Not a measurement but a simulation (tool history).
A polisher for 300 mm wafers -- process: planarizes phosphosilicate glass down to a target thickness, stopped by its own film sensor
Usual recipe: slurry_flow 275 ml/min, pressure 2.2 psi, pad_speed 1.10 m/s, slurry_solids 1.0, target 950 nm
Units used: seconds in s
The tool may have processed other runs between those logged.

run	hour	slurry_flow	pressure	pad_speed	slurry_solids	target	wafers since the last listed run	wafers polished on this pad	hours since the slurry nozzle was cleaned	hours since the head pressure was calibrated	hours since the slurry blender was calibrated	hours since the conditioning disc was replaced	incoming thickness of the incoming film, nm	seconds
1	0.0	275	2.2	1.10	1.0	950	0	467	223.3	72.9	248.2	313.9	1946.0	142.3
# hour 12.3: conditioning disc replaced and pad reconditioned
2	64.3	275	2.2	1.10	1.0	950	567	1035	287.6	137.2	312.5	52.0	1969.4	155.8
# hour 77.8: slurry blender recalibrated
# hour 79.2: slurry nozzle cleaned
3	128.3	275	2.2	1.10	1.0	950	555	1591	49.1	201.2	50.5	116.0	1950.6	153.9
# hour 138.8: worn pad replaced by a new one
4	198.0	205	2.2	1.10	1.0	950	598	539	118.8	270.9	120.2	185.7	1917.4	149.4
5	260.9	205	2.2	1.10	1.0	950	573	1112	181.7	333.8	183.1	248.6	1969.9	159.1
# hour 301.9: worn pad replaced by a new one
6	317.1	205	2.2	1.10	1.0	950	475	138	237.9	390.0	239.3	304.8	1945.5	144.0
# hour 347.6: slurry nozzle cleaned
# hour 380.7: slurry blender recalibrated
7	381.2	275	2.8	1.10	1.0	950	556	695	33.6	454.1	0.5	368.9	1918.5	116.1
# hour 394.4: conditioning disc replaced and pad reconditioned
8	430.3	275	2.2	1.10	1.0	737	429	1124	82.7	503.2	49.6	35.9	1937.2	187.1
9	489.5	275	2.2	1.10	1.0	737	539	1664	141.9	562.4	108.8	95.1	1940.4	186.3
# hour 501.9: worn pad replaced by a new one
10	522.0	275	2.2	1.10	1.0	950	259	183	174.4	594.9	141.3	127.6	1901.2	131.9
11	553.7	210	3.0	1.10	0.8	1266	288	472	206.1	626.6	173.0	159.3	1933.4	87.5
12	604.1	185	2.2	1.10	0.8	1245	459	931	256.5	677.0	223.4	209.7	1930.4	124.9
# hour 607.6: head pressure recalibrated
13	628.7	275	1.6	0.84	1.0	950	205	1137	281.1	21.1	248.0	234.3	1943.0	262.3
# hour 645.1: slurry nozzle cleaned
# hour 674.0: worn pad replaced by a new one
14	674.5	275	2.2	1.10	1.0	950	371	4	29.4	66.9	293.8	280.1	1930.8	132.5
15	702.2	275	1.7	1.10	1.0	790	252	256	57.1	94.6	321.5	307.8	1931.3	208.3
16	741.0	275	1.9	0.74	1.0	712	353	610	95.9	133.4	360.3	346.6	1955.4	301.1
# hour 743.5: slurry blender recalibrated
# hour 746.8: conditioning disc replaced and pad reconditioned
17	795.0	365	2.9	0.96	1.0	950	455	1065	149.9	187.4	51.5	48.2	1964.4	126.7
# hour 860.4: worn pad replaced by a new one
# hour 936.4: slurry nozzle cleaned
18	948.5	275	2.2	1.10	1.0	950	1353	793	12.1	340.9	205.0	201.7	1940.6	152.3

Pick out some run-to-run changes in seconds. Of each, how much would a tool without hidden state show as well, from the settings, what came in and chance, and how much is left for the hidden state and any gauge scatter not in both results compared?
The hidden state here: removal rate lost through wear of the pad, %; slurry flow missing at the pad, %; deviation of the head's pressure from its setpoint, %; abrasive missing from the slurry, %; time polished since the conditioner stopped cutting, s.
Run 13 -> 14: pressure 1.6 -> 2.2, pad_speed 0.84 -> 1.10, slurry nozzle cleaned, worn pad replaced by a new one. seconds -129.8 s: hidden state -31.4, all else -98.4.
Run 16 -> 17: slurry_flow 275 -> 365, pressure 1.9 -> 2.9, pad_speed 0.74 -> 0.96, target 712 -> 950, slurry blender recalibrated, conditioning disc replaced and pad reconditioned. seconds -174.4 s: hidden state -15.8, all else -158.6.
